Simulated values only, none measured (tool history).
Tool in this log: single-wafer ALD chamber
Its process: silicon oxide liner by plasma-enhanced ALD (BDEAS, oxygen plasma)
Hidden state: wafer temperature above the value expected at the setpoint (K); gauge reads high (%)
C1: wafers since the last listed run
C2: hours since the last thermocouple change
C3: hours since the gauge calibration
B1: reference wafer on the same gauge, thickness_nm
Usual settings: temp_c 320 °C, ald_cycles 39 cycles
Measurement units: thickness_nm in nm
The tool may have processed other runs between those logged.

Run 1, hour 0.0: usual settings but temp_c 324 °C; C1 0; C2 1546.3; C3 45.1; B1 3.380. Result: thickness_nm 3.640 nm.
Run 2, hour 15.2: usual settings but temp_c 331 °C, ald_cycles 41 cycles; C1 74; C2 1561.5; C3 60.3; B1 3.379. Result: thickness_nm 3.788 nm.
Run 3, hour 23.9: usual settings but temp_c 331 °C, ald_cycles 41 cycles; C1 42; C2 1570.2; C3 69.0; B1 3.379. Result: thickness_nm 3.797 nm.
Run 4, hour 38.9: usual settings; C1 73; C2 1585.2; C3 84.0; B1 3.376. Result: thickness_nm 3.676 nm.
Run 5, hour 50.9: usual settings; C1 58; C2 1597.2; C3 96.0; B1 3.371. Result: thickness_nm 3.684 nm.
Run 6, hour 57.4: usual settings; C1 31; C2 1603.7; C3 102.5; B1 3.371. Result: thickness_nm 3.683 nm.
Run 7, hour 65.7: usual settings but temp_c 312 °C; C1 40; C2 1612.0; C3 110.8; B1 3.371. Result: thickness_nm 3.706 nm.
Run 8, hour 82.6: usual settings but temp_c 312 °C; C1 82; C2 1628.9; C3 127.7; B1 3.368. Result: thickness_nm 3.700 nm.
Run 9, hour 95.5: usual settings but temp_c 313 °C; C1 63; C2 1641.8; C3 140.6; B1 3.367. Result: thickness_nm 3.708 nm.
Run 10, hour 103.5: usual settings but temp_c 313 °C; C1 39; C2 1649.8; C3 148.6; B1 3.366. Result: thickness_nm 3.705 nm.
Run 11, hour 116.4: usual settings but temp_c 313 °C; C1 63; C2 1662.7; C3 161.5; B1 3.362. Result: thickness_nm 3.703 nm.
Run 12, hour 122.6: usual settings but ald_cycles 35 cycles; C1 30; C2 1668.9; C3 167.7; B1 3.364. Result: thickness_nm 3.274 nm.
Run 13, hour 133.0: usual settings but ald_cycles 41 cycles; C1 50; C2 1679.3; C3 178.1; B1 3.363. Result: thickness_nm 3.866 nm.
Run 14, hour 150.5: usual settings but ald_cycles 41 cycles; C1 85; C2 1696.8; C3 195.6; B1 3.358. Result: thickness_nm 3.844 nm.
Run 15, hour 163.4: usual settings but ald_cycles 41 cycles; C1 63; C2 1709.7; C3 208.5; B1 3.358. Result: thickness_nm 3.850 nm.
Run 16, hour 176.0: usual settings but temp_c 316 °C, ald_cycles 43 cycles; C1 61; C2 1722.3; C3 221.1; B1 3.359. Result: thickness_nm 4.045 nm.
Run 17, hour 183.5: usual settings but temp_c 316 °C, ald_cycles 43 cycles; C1 36; C2 1729.8; C3 228.6; B1 3.356. Result: thickness_nm 4.048 nm.
Run 18, hour 192.0: usual settings but temp_c 316 °C; C1 41; C2 1738.3; C3 237.1; B1 3.355. Result: thickness_nm 3.664 nm.
Run 19, hour 206.9: usual settings; C1 72; C2 1753.2; C3 252.0; B1 3.352. Result: thickness_nm 3.633 nm.
Run 20, hour 214.1: usual settings but temp_c 316 °C, ald_cycles 43 cycles; C1 35; C2 1760.4; C3 259.2; B1 3.351. Result: thickness_nm 4.055 nm.
Run 21, hour 228.9: usual settings; C1 72; C2 1775.2; C3 274.0; B1 3.349. Result: thickness_nm 3.631 nm.
Run 22, hour 246.4: usual settings but temp_c 327 °C, ald_cycles 47 cycles; C1 85; C2 1792.7; C3 291.5; B1 3.348. Result: thickness_nm 4.364 nm.
Run 23, hour 262.3: usual settings but temp_c 315 °C, ald_cycles 32 cycles; C1 77; C2 1808.6; C3 307.4; B1 3.343. Result: thickness_nm 3.020 nm.
At hour 271.0: thermocouple changed; heater temperature recalibrated.
Run 24, hour 279.5: usual settings but ald_cycles 45 cycles; C1 44; C2 8.5; C3 324.6; B1 3.344. Result: thickness_nm 4.189 nm.
Run 25, hour 286.3: usual settings but temp_c 307 °C; C1 33; C2 15.3; C3 331.4; B1 3.343. Result: thickness_nm 3.715 nm.
At hour 286.9: gauge calibrated.
Run 26, hour 300.3: usual settings but temp_c 308 °C, ald_cycles 35 cycles; C1 68; C2 29.3; C3 13.4; B1 3.392. Result: thickness_nm 3.370 nm.
Run 27, hour 310.5: usual settings but temp_c 329 °C; C1 49; C2 39.5; C3 23.6; B1 3.389. Result: thickness_nm 3.638 nm.
Run 28, hour 323.6: usual settings but temp_c 332 °C, ald_cycles 47 cycles; C1 64; C2 52.6; C3 36.7; B1 3.389. Result: thickness_nm 4.368 nm.
Run 29, hour 336.0: usual settings but temp_c 315 °C, ald_cycles 34 cycles; C1 60; C2 65.0; C3 49.1; B1 3.384. Result: thickness_nm 3.235 nm.
Run 30, hour 345.4: usual settings but temp_c 310 °C; C1 45; C2 74.4; C3 58.5; B1 3.384. Result: thickness_nm 3.752 nm.
Run 31, hour 355.5: usual settings but ald_cycles 34 cycles; C1 49; C2 84.5; C3 68.6; B1 3.383. Result: thickness_nm 3.213 nm.
Run 32, hour 402.8: usual settings; C1 231; C2 131.8; C3 115.9; B1 3.376. Result: thickness_nm 3.668 nm.
Run 33, hour 415.0: usual settings; C1 59; C2 144.0; C3 128.1; B1 3.376. Result: thickness_nm 3.677 nm.
Run 34, hour 432.5: usual settings; C1 85; C2 161.5; C3 145.6; B1 3.372. Result: thickness_nm 3.664 nm.
Run 35, hour 442.0: usual settings but temp_c 324 °C, ald_cycles 32 cycles; C1 46; C2 171.0; C3 155.1; B1 3.371. Result: thickness_nm 2.988 nm.

What if the next run were any one of these 3? Each begins from the tool's condition after run 35:
Run A, hour 442.5: usual settings but ald_cycles 32 cycles; C1 2; C2 171.5; C3 155.6; B1 ?. Result: thickness_nm ?.
Run B, hour 442.5: usual settings but temp_c 334 °C, ald_cycles 33 cycles; C1 2; C2 171.5; C3 155.6; B1 ?. Result: thickness_nm ?.
Run C, hour 442.5: usual settings but ald_cycles 46 cycles; C1 2; C2 171.5; C3 155.6; B1 ?. Result: thickness_nm ?.

run     B1  thickness_nm
  A  3.370         3.010
  B  3.370         3.033
  C  3.370         4.327
With the hidden condition removed and each run's random variation left untouched, the same runs would have given:
run  thickness_nm
  A         3.026
  B         3.049
  C         4.350
